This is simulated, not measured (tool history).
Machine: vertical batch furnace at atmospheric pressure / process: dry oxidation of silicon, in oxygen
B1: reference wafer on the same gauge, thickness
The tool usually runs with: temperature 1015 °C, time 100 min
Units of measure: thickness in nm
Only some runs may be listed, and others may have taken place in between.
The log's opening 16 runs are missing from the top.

At hour 1545.6: thermocouples replaced and temperature profile calibrated.
Run 17, hour 1546.1: usual settings but temperature 1002 °C, time 83.5 min; B1 80.6. Result: thickness 62.94 nm.
Run 18, hour 1598.6: usual settings but temperature 1002 °C, time 83.5 min; B1 80.53. Result: thickness 62.8 nm.
Run 19, hour 1689.3: usual settings but temperature 1036 °C, time 69 min; B1 80.48. Result: thickness 75.57 nm.
Run 20, hour 1735.5: usual settings; B1 80.47. Result: thickness 80.29 nm.
Run 21, hour 1805.6: usual settings but temperature 1003 °C, time 134.5 min; B1 80.43. Result: thickness 87.16 nm.
Run 22, hour 1897.4: usual settings but time 149.5 min; B1 80.39. Result: thickness 105.77 nm.
Run 23, hour 1955.5: usual settings; B1 80.35. Result: thickness 80.47 nm.
Run 24, hour 2063.4: usual settings but time 66.5 min; B1 80.33. Result: thickness 61.01 nm.

The next listed run, before its measurement:
Run 25, hour 2107.6: usual settings but temperature 995 °C, time 142.5 min; B1 ?. Result: thickness ?.

B1: 80.28
thickness: 83.96 nm
Minus the tool's unlogged condition, the same run would have read thickness 84.37 nm.
